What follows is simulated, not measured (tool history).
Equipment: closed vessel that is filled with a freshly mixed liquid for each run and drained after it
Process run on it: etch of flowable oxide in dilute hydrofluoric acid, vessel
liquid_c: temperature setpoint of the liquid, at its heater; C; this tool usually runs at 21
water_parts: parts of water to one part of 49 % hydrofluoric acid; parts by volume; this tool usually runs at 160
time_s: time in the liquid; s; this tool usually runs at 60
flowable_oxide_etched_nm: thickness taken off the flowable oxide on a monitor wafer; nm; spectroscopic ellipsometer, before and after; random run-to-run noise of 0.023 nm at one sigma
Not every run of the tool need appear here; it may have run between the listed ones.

run	hour	liquid_c	water_parts	time_s	read-back film thickness of the flowable oxide reference wafer, read on the same gauge (nm)	flowable_oxide_etched_nm
1	0	21	160	60	100.03	11.6
2	11.6	21	160	60	99.96	11.56
3	26.8	21	210	60	99.99	8.41
4	43.3	21	160	60	100.06	11.67
# hour 59.1: thermometer replaced
5	59.6	21	160	60	100	10.42
6	72.4	21	160	60	99.99	10.51
# hour 76.1: gauge calibrated
7	85.6	21	160	60	99.99	10.5
8	92.6	21	160	60	100.01	10.52
9	102.7	25.5	210	30	99.99	4.53
10	113.9	21	160	60	100.03	10.59
11	125.1	21	160	60	100.04	10.57
12	137.1	24.5	100	60	99.96	20.79
# hour 143.8: hydrofluoric acid flow meter replaced
13	144.8	21	225	60	100.03	6.24
14	161.1	21	85	70	100.04	22.39
15	173.8	18	105	70	99.96	15.7
16	182.4	21	205	60	100.01	7.04
17	192.7	24	225	70	99.98	8.17

4 options for the next run, each taken on its own from the tool as it stands now. Forecast them:
A	193.4	21	160	30	?	?
B	193.4	24	110	30	?	?
C	193.4	21	160	70	?	?
D	193.4	17	235	50	?	?

run	read-back film thickness of the flowable oxide reference wafer, read on the same gauge (nm)	flowable_oxide_etched_nm
A	100	4.71
B	100	8.15
C	100	10.99
D	100	4.25
Had the tool no hidden state, the same runs would have come out as:
run	flowable_oxide_etched_nm
A	4.56
B	7.9
C	10.65
D	4.12

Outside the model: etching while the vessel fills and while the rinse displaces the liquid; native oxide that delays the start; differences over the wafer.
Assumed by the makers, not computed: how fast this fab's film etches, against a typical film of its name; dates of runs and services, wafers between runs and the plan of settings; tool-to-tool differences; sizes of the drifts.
